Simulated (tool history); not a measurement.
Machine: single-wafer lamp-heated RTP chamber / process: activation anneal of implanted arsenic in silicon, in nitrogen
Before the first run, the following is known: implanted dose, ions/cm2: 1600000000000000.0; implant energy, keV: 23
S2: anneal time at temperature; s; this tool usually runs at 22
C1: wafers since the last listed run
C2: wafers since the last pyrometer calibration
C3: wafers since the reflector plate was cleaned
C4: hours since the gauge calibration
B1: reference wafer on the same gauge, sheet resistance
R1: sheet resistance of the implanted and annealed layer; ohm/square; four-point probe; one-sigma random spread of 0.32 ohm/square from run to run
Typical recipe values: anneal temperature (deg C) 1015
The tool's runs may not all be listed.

Run 1, hour 0.0: usual settings but anneal temperature (deg C) 992; C1 0; C2 1187; C3 928; C4 903.3; B1 110.01. Result: R1 115.44 ohm/square.
Run 2, hour 78.7: usual settings; C1 1266; C2 2453; C3 2194; C4 982.0; B1 110.05. Result: R1 105.62 ohm/square.
Run 3, hour 164.9: usual settings; C1 1386; C2 3840; C3 3580; C4 1068.2; B1 109.91. Result: R1 104.78 ohm/square.
Run 4, hour 266.9: usual settings but anneal temperature (deg C) 1024, S2 14 s; C1 1640; C2 5480; C3 5221; C4 1170.2; B1 110.03. Result: R1 106.42 ohm/square.
Run 5, hour 329.1: usual settings; C1 1000; C2 6481; C3 6222; C4 1232.4; B1 110.03. Result: R1 102.33 ohm/square.
Run 6, hour 365.2: usual settings; C1 580; C2 7062; C3 6803; C4 1268.5; B1 110.04. Result: R1 101.88 ohm/square.
At hour 381.4: pyrometer window cleaned and pyrometer calibrated.
Run 7, hour 465.8: usual settings; C1 1489; C2 1358; C3 8293; C4 1369.1; B1 109.99. Result: R1 103.98 ohm/square.
Run 8, hour 504.6: usual settings but anneal temperature (deg C) 1022; C1 624; C2 1982; C3 8917; C4 1407.9; B1 110.11. Result: R1 100.96 ohm/square.
At hour 528.4: reflector plate cleaned.
Run 9, hour 580.2: usual settings but anneal temperature (deg C) 1022; C1 1087; C2 3070; C3 833; C4 1483.5; B1 110.02. Result: R1 102.55 ohm/square.
Run 10, hour 641.9: usual settings but anneal temperature (deg C) 1022; C1 992; C2 4062; C3 1825; C4 1545.2; B1 109.93. Result: R1 102.26 ohm/square.
Run 11, hour 688.1: usual settings but anneal temperature (deg C) 1005; C1 743; C2 4805; C3 2569; C4 1591.4; B1 109.97. Result: R1 107.35 ohm/square.
Run 12, hour 731.1: usual settings but anneal temperature (deg C) 1035; C1 691; C2 5497; C3 3260; C4 1634.4; B1 110.03. Result: R1 96.63 ohm/square.
Run 13, hour 818.8: usual settings; C1 1410; C2 6908; C3 4671; C4 1722.1; B1 109.96. Result: R1 101.89 ohm/square.
At hour 852.1: pyrometer window cleaned and pyrometer calibrated.
Run 14, hour 894.4: usual settings but anneal temperature (deg C) 993, S2 26 s; C1 1087; C2 680; C3 5759; C4 1797.7; B1 110.06. Result: R1 112.40 ohm/square.
At hour 930.2: gauge calibrated.
Run 15, hour 949.9: usual settings but S2 11 s; C1 892; C2 1573; C3 6652; C4 19.7; B1 110.02. Result: R1 114.01 ohm/square.
Run 16, hour 1048.4: usual settings but anneal temperature (deg C) 1039, S2 14 s; C1 1584; C2 3157; C3 8236; C4 118.2; B1 109.96. Result: R1 101.42 ohm/square.
Run 17, hour 1109.8: usual settings; C1 987; C2 4145; C3 9224; C4 179.6; B1 109.99. Result: R1 103.06 ohm/square.
At hour 1140.4: reflector plate cleaned.
Run 18, hour 1208.6: usual settings but S2 14 s; C1 1460; C2 5606; C3 1096; C4 278.4; B1 109.97. Result: R1 109.86 ohm/square.
At hour 1270.9: pyrometer window cleaned and pyrometer calibrated.
Run 19, hour 1315.9: usual settings but anneal temperature (deg C) 1041; C1 1597; C2 724; C3 2694; C4 385.7; B1 109.92. Result: R1 97.41 ohm/square.
Run 20, hour 1548.0: usual settings but anneal temperature (deg C) 1024, S2 18 s; C1 3734; C2 4458; C3 6428; C4 617.8; B1 109.97. Result: R1 102.52 ohm/square.
At hour 1638.1: reflector plate cleaned.
Run 21, hour 1653.6: usual settings but anneal temperature (deg C) 1044, S2 17 s; C1 1570; C2 6028; C3 249; C4 723.4; B1 110.03. Result: R1 97.32 ohm/square.
At hour 1674.1: pyrometer window cleaned and pyrometer calibrated.
Run 22, hour 1722.2: usual settings but anneal temperature (deg C) 1002, S2 13 s; C1 974; C2 773; C3 1224; C4 792.0; B1 110.00. Result: R1 118.21 ohm/square.
Run 23, hour 1773.5: usual settings; C1 825; C2 1599; C3 2049; C4 843.3; B1 110.01. Result: R1 106.46 ohm/square.
Run 24, hour 1869.6: usual settings but anneal temperature (deg C) 995, S2 31 s; C1 1546; C2 3145; C3 3595; C4 939.4; B1 110.00. Result: R1 108.34 ohm/square.
Run 25, hour 1974.8: usual settings; C1 1692; C2 4837; C3 5288; C4 1044.6; B1 110.01. Result: R1 103.69 ohm/square.
Run 26, hour 2018.7: usual settings but anneal temperature (deg C) 1044, S2 17 s; C1 706; C2 5543; C3 5994; C4 1088.5; B1 110.00. Result: R1 96.76 ohm/square.
Run 27, hour 2117.6: usual settings but anneal temperature (deg C) 996, S2 32 s; C1 1591; C2 7134; C3 7585; C4 1187.4; B1 109.95. Result: R1 103.31 ohm/square.

Here are 3 independent what-if runs from the current tool condition. What would each one return?
Run A, hour 2118.0: usual settings but anneal temperature (deg C) 1039; C1 6; C2 7141; C3 7592; C4 1187.8; B1 ?. Result: R1 ?.
Run B, hour 2118.0: usual settings but S2 13 s; C1 6; C2 7141; C3 7592; C4 1187.8; B1 ?. Result: R1 ?.
Run C, hour 2118.0: usual settings but anneal temperature (deg C) 1037, S2 17 s; C1 6; C2 7141; C3 7592; C4 1187.8; B1 ?. Result: R1 ?.

run      B1      R1
  A  109.97   94.25
  B  109.97  109.15
  C  109.97   98.29
With no hidden state in the tool, these same runs would have given:
run      R1
  A   99.66
  B  114.96
  C  103.79
